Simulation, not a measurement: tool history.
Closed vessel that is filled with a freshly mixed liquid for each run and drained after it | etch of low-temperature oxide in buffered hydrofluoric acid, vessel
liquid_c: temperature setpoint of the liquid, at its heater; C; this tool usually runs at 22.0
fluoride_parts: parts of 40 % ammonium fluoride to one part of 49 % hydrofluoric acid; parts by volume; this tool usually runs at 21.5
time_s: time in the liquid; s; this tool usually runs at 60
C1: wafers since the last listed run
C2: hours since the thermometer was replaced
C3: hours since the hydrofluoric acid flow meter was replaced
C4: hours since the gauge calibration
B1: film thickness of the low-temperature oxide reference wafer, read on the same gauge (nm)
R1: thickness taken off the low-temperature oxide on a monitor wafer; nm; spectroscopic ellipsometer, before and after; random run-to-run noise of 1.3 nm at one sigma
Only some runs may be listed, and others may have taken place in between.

{"run": 1, "hour": 0.0, "liquid_c": 22.0, "fluoride_parts": 28.0, "time_s": 60, "C1": 0, "C2": 2309.2, "C3": 754.5, "C4": 3649.3, "B1": 40.0, "R1": 128.59}
{"run": 2, "hour": 76.1, "liquid_c": 22.0, "fluoride_parts": 28.0, "time_s": 60, "C1": 9871, "C2": 2385.3, "C3": 830.6, "C4": 3725.4, "B1": 40.0, "R1": 129.26}
{"run": 3, "hour": 172.0, "liquid_c": 22.0, "fluoride_parts": 21.5, "time_s": 80, "C1": 12440, "C2": 2481.2, "C3": 926.5, "C4": 3821.3, "B1": 39.97, "R1": 206.8}
{"run": 4, "hour": 260.0, "liquid_c": 22.0, "fluoride_parts": 21.5, "time_s": 80, "C1": 11415, "C2": 2569.2, "C3": 1014.5, "C4": 3909.3, "B1": 39.98, "R1": 205.86}
{"run": 5, "hour": 349.2, "liquid_c": 22.0, "fluoride_parts": 21.5, "time_s": 85, "C1": 11571, "C2": 2658.4, "C3": 1103.7, "C4": 3998.5, "B1": 40.0, "R1": 217.15}
{"run": 6, "hour": 447.7, "liquid_c": 22.0, "fluoride_parts": 21.5, "time_s": 85, "C1": 12777, "C2": 2756.9, "C3": 1202.2, "C4": 4097.0, "B1": 39.98, "R1": 215.65}
{"hour": 521.2, "done": "thermometer replaced"}
{"run": 7, "hour": 526.5, "liquid_c": 22.0, "fluoride_parts": 21.5, "time_s": 60, "C1": 10092, "C2": 5.3, "C3": 1281.0, "C4": 4175.8, "B1": 40.0, "R1": 159.78}
{"hour": 533.0, "done": "gauge calibrated"}
{"run": 8, "hour": 631.4, "liquid_c": 22.0, "fluoride_parts": 21.5, "time_s": 60, "C1": 13607, "C2": 110.2, "C3": 1385.9, "C4": 98.4, "B1": 40.01, "R1": 160.28}
{"run": 9, "hour": 676.6, "liquid_c": 22.0, "fluoride_parts": 27.5, "time_s": 70, "C1": 5863, "C2": 155.4, "C3": 1431.1, "C4": 143.6, "B1": 39.98, "R1": 160.27}
{"hour": 744.2, "done": "hydrofluoric acid flow meter replaced"}
{"run": 10, "hour": 769.9, "liquid_c": 24.5, "fluoride_parts": 21.5, "time_s": 35, "C1": 11973, "C2": 248.7, "C3": 25.7, "C4": 236.9, "B1": 40.01, "R1": 108.89}
{"run": 11, "hour": 832.0, "liquid_c": 22.0, "fluoride_parts": 13.0, "time_s": 60, "C1": 8055, "C2": 310.8, "C3": 87.8, "C4": 299.0, "B1": 40.0, "R1": 256.78}
{"run": 12, "hour": 895.9, "liquid_c": 22.0, "fluoride_parts": 17.0, "time_s": 60, "C1": 8289, "C2": 374.7, "C3": 151.7, "C4": 362.9, "B1": 40.03, "R1": 197.18}
{"run": 13, "hour": 999.7, "liquid_c": 22.0, "fluoride_parts": 21.5, "time_s": 60, "C1": 13465, "C2": 478.5, "C3": 255.5, "C4": 466.7, "B1": 40.03, "R1": 160.23}
{"run": 14, "hour": 1037.0, "liquid_c": 18.0, "fluoride_parts": 21.5, "time_s": 60, "C1": 4838, "C2": 515.8, "C3": 292.8, "C4": 504.0, "B1": 39.97, "R1": 126.4}
{"run": 15, "hour": 1135.9, "liquid_c": 19.0, "fluoride_parts": 21.5, "time_s": 60, "C1": 12829, "C2": 614.7, "C3": 391.7, "C4": 602.9, "B1": 39.99, "R1": 134.01}
{"run": 16, "hour": 1237.1, "liquid_c": 18.0, "fluoride_parts": 15.0, "time_s": 80, "C1": 13127, "C2": 715.9, "C3": 492.9, "C4": 704.1, "B1": 40.0, "R1": 238.95}
{"run": 17, "hour": 1403.0, "liquid_c": 22.0, "fluoride_parts": 24.0, "time_s": 60, "C1": 21520, "C2": 881.8, "C3": 658.8, "C4": 870.0, "B1": 40.0, "R1": 146.55}
{"run": 18, "hour": 1479.4, "liquid_c": 17.5, "fluoride_parts": 26.0, "time_s": 40, "C1": 9910, "C2": 958.2, "C3": 735.2, "C4": 946.4, "B1": 39.99, "R1": 72.25}
{"run": 19, "hour": 1522.1, "liquid_c": 22.0, "fluoride_parts": 21.5, "time_s": 35, "C1": 5539, "C2": 1000.9, "C3": 777.9, "C4": 989.1, "B1": 40.0, "R1": 93.36}
{"run": 20, "hour": 1580.2, "liquid_c": 24.5, "fluoride_parts": 14.5, "time_s": 35, "C1": 7536, "C2": 1059.0, "C3": 836.0, "C4": 1047.2, "B1": 40.01, "R1": 154.36}
{"run": 21, "hour": 1663.4, "liquid_c": 22.0, "fluoride_parts": 21.5, "time_s": 60, "C1": 10792, "C2": 1142.2, "C3": 919.2, "C4": 1130.4, "B1": 40.0, "R1": 156.38}
{"run": 22, "hour": 1743.4, "liquid_c": 24.5, "fluoride_parts": 24.0, "time_s": 30, "C1": 10377, "C2": 1222.2, "C3": 999.2, "C4": 1210.4, "B1": 40.0, "R1": 82.35}
{"run": 23, "hour": 1829.7, "liquid_c": 19.0, "fluoride_parts": 15.0, "time_s": 45, "C1": 11194, "C2": 1308.5, "C3": 1085.5, "C4": 1296.7, "B1": 39.98, "R1": 138.29}
{"run": 24, "hour": 1921.6, "liquid_c": 22.0, "fluoride_parts": 29.0, "time_s": 60, "C1": 11921, "C2": 1400.4, "C3": 1177.4, "C4": 1388.6, "B1": 40.01, "R1": 130.8}
{"run": 25, "hour": 2027.4, "liquid_c": 22.0, "fluoride_parts": 21.5, "time_s": 60, "C1": 13724, "C2": 1506.2, "C3": 1283.2, "C4": 1494.4, "B1": 39.99, "R1": 156.44}

Run 26 is up next; what results do you expect?
{"hour": 2063.8, "done": "hydrofluoric acid flow meter replaced"}
{"run": 26, "hour": 2201.7, "liquid_c": 26.5, "fluoride_parts": 21.5, "time_s": 30, "C1": 22480, "C2": 1680.5, "C3": 137.9, "C4": 1668.7, "B1": "?", "R1": "?"}

B1: 40.04
R1: 102.31 nm
Had the tool carried no hidden state, the very same run would have given R1 105.34 nm.

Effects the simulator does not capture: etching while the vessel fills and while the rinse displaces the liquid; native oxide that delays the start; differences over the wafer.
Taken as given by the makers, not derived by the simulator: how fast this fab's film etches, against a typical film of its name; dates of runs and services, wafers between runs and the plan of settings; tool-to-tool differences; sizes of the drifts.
